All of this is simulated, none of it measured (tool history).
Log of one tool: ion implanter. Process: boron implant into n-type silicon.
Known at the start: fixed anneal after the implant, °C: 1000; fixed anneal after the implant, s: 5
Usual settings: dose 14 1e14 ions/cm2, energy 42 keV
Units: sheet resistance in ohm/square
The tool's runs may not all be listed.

run,hour,dose,energy,wafers since the last listed run,hours since the last dose calibration,hours since the extraction supply was calibrated,hours since the gauge calibration,"read-back reference wafer on the same gauge, sheet resistance",sheet resistance
1,0,14,42,0,769.5,4785.5,57.5,86.39,91.79
2,23.1,14,42,525,792.6,4808.6,80.6,86.4,91.81
3,51.7,14,42,650,821.2,4837.2,109.2,86.43,91.72
4,63.8,14,42,275,833.3,4849.3,121.3,86.38,92.43
5,81.4,14,34,400,850.9,4866.9,138.9,86.42,92.59
6,97.4,14,34,364,866.9,4882.9,154.9,86.4,92.7
7,123.3,11.38,46,589,892.8,4908.8,180.8,86.41,107.16
8,156.7,11.38,46,759,926.2,4942.2,214.2,86.39,107.39
9,188.2,11.38,46,716,957.7,4973.7,245.7,86.42,107.99
# hour 196.9: Faraday cup replaced and dose calibrated
10,201.7,17.37,37,125,4.8,4987.2,259.2,86.39,78.48
11,223.1,11.11,35,486,26.2,5008.6,280.6,86.38,107.32
12,244.7,14,42,491,47.8,5030.2,302.2,86.41,90.26
13,279.7,14,53.5,796,82.8,5065.2,337.2,86.38,89.97
# hour 287.9: gauge calibrated
# hour 311.2: extraction supply calibrated
14,311.7,17.93,55.5,546,114.8,0.5,23.8,86.38,75.21
15,346.1,10.04,54.5,782,149.2,34.9,58.2,86.4,115.44
16,370.6,16.81,54,557,173.7,59.4,82.7,86.38,78.82
17,386.9,18.15,51,370,190,75.7,99,86.45,74.94
18,402.2,15.17,32,348,205.3,91,114.3,86.37,86.63

3 ways to go on from here, each from the tool as it stands after run 18. What would each give?
A,402.6,15.27,42,9,205.7,91.4,114.7,?,?
B,402.6,18.1,30,9,205.7,91.4,114.7,?,?
C,402.6,17.62,54,9,205.7,91.4,114.7,?,?

run,"read-back reference wafer on the same gauge, sheet resistance",sheet resistance
A,86.39,85.15
B,86.39,78.26
C,86.39,76.32
Without the tool's hidden state the same runs would have given:
run,sheet resistance
A,85.37
B,78.43
C,76.52
